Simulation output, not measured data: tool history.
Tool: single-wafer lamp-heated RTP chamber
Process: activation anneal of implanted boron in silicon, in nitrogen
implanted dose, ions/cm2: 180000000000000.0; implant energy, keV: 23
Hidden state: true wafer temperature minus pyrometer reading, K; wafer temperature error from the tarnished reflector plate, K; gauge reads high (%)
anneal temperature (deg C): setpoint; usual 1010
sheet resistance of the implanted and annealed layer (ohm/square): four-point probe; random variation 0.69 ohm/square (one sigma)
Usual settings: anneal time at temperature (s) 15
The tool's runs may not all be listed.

run	day	anneal temperature (deg C)	anneal time at temperature (s)	wafers since the last listed run	wafers since the last pyrometer calibration	wafers since the reflector plate was cleaned	hours since the gauge calibration	read-back reference wafer on the same gauge, sheet resistance	sheet resistance of the implanted and annealed layer (ohm/square)
1	0	1033	15	0	2884	4097	41	502.67	458.34
# day 0.671: pyrometer window cleaned and pyrometer calibrated
2	0.692	1033	15	179	11	4277	57.6	502.33	457.21
3	1.038	1026	19	173	184	4450	65.9	502.54	457.2
4	2.529	1026	19	748	933	5199	101.7	502.12	457.44
5	4.346	1026	19	911	1844	6110	145.3	501.5	456.26
6	6.367	1010	22	1013	2858	7124	193.8	501	457.23
7	7.083	1010	15	359	3217	7483	211	500.65	457.49
8	7.504	1010	15	211	3429	7695	221.1	500.63	458.53
# day 8.188: pyrometer window cleaned and pyrometer calibrated
9	8.208	1010	15	186	10	7881	238	500.61	458.56
10	8.858	1029	15	326	336	8207	253.6	500.37	455.21
11	9.442	1029	15	292	629	8499	267.6	500.18	455.87
# day 9.85: gauge calibrated
12	9.896	1029	15	227	857	8727	1.1	502.74	458.8
13	10.192	982	20	148	1005	8876	8.2	502.88	468.59
14	10.825	1010	15	317	1323	9193	23.4	502.67	460.09
# day 11.296: reflector plate cleaned
15	11.317	1029	24	79	1402	9	35.2	502.64	456.9
16	11.888	1010	15	286	1689	296	48.9	502.27	459.58
17	12.508	1032	20	311	2000	607	63.8	502.14	457.55
# day 14.054: pyrometer window cleaned and pyrometer calibrated
18	14.075	982	8	618	10	1226	101.4	502.06	472.6
19	14.379	996	15	152	163	1378	108.7	501.8	461.54
20	15.125	1018	12	374	537	1753	126.6	501.43	457.61
21	15.825	1027	11	351	888	2104	143.4	501.18	457.66
22	16.271	993	15	223	1112	2328	154.1	501.41	463.39
23	16.708	1033	15	219	1331	2547	164.6	501.25	456.35
24	17.438	1010	15	365	1697	2913	182.1	500.99	457.45
25	17.854	1040	20	209	1906	3122	192.1	500.9	455.6

Some steps in sheet resistance of the implanted and annealed layer (ohm/square) between neighbouring runs. How much of each would the tool show without its hidden state too (settings, what came in, random variation), and how much is left for the hidden state, with any gauge scatter that isn't in both results?
Run 5 -> 6: anneal temperature (deg C) 1026 -> 1010, anneal time at temperature (s) 19 -> 22. sheet resistance of the implanted and annealed layer (ohm/square) +0.97: hidden state -0.47, all else +1.44.
Run 11 -> 12: gauge calibrated. sheet resistance of the implanted and annealed layer (ohm/square) +2.93: hidden state +2.45, all else +0.48.
Run 17 -> 18: anneal temperature (deg C) 1032 -> 982, anneal time at temperature (s) 20 -> 8, pyrometer window cleaned and pyrometer calibrated. sheet resistance of the implanted and annealed layer (ohm/square) +15.05: hidden state -0.4, all else +15.45.
Run 18 -> 19: anneal temperature (deg C) 982 -> 996, anneal time at temperature (s) 8 -> 15. sheet resistance of the implanted and annealed layer (ohm/square) -11.06: hidden state -0.04, all else -11.02.
